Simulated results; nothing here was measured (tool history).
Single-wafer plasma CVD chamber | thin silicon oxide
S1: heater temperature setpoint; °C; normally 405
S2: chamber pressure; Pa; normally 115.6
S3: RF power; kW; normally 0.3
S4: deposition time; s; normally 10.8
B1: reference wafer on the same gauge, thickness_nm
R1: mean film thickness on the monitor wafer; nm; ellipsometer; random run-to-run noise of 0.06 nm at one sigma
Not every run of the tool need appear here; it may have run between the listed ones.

run   hour   S1     S2     S3    S4      B1      R1
  1      0  405  115.6    0.3   9.9  27.504  21.334
  2   15.2  405  115.6    0.3  10.8   27.51  23.377
  3     27  405  115.6    0.3  10.8  27.504  23.357
  4   37.9  395  115.6    0.3  10.8  27.496  23.508
  5   54.8  419  138.8    0.3  10.8  27.506  26.998
  6   69.6  405  115.6    0.3  10.8  27.494  23.371
  7   86.8  401   88.4  0.345  10.8  27.512  18.229
  8   95.6  405  115.6    0.3  10.8  27.515  23.176
  9  128.2  405  115.6    0.3  10.8  27.493  23.284
 10  137.8  405  115.6    0.3  10.8  27.503    23.4
 11  155.7  405  129.9  0.345  10.8  27.493  27.582
 12  167.4  405  123.6    0.3   9.2  27.481  21.157
 13  176.6  405  115.6  0.335  10.8  27.485  24.278
 14  193.3  405  115.6  0.265  10.8  27.502  22.022
 15  208.7  400  115.6   0.33  10.8  27.503  24.322
 16  221.2  405  115.6    0.3  10.8  27.501  23.263
 17  233.6  405  127.5    0.3   8.7  27.507  20.679
 18  246.5  405  115.6  0.345  10.8  27.496  24.629
 19  271.2  405  115.6    0.3  10.8  27.501  23.329
 20  283.1  405   94.4    0.3  11.9  27.501  20.547
 21  292.7  410  126.9    0.3  10.8  27.504  25.408
 22  298.8  405  115.6    0.3  10.8    27.5  23.341
 23  309.2  405  105.2  0.325  10.8  27.502   21.83
 24  336.1  397  128.1  0.265  12.9  27.499  29.209
 25  347.6  397  115.6    0.3  12.9  27.494  28.016
 26  361.6  405  115.6    0.3  10.8  27.488  23.377
 27  369.4  405  115.6    0.3  10.8   27.49   23.26
 28  379.1  405  103.3    0.3  10.8  27.489  20.743

Not shown here: 3 entries made in the log between runs. Locate each between two listed runs and compare the hidden state at the listed run before it with the hidden state at the listed run after it:
In the gap between runs 2 and 3: showerhead replaced (hour 26.5)
  the hidden state is the same at both runs
In the gap between runs 11 and 12: thermocouple changed; heater temperature recalibrated (hour 166.9)
  the hidden state is the same at both runs
In the gap between runs 17 and 18: RF generator calibrated (hour 242.4)
  the hidden state is the same at both runs
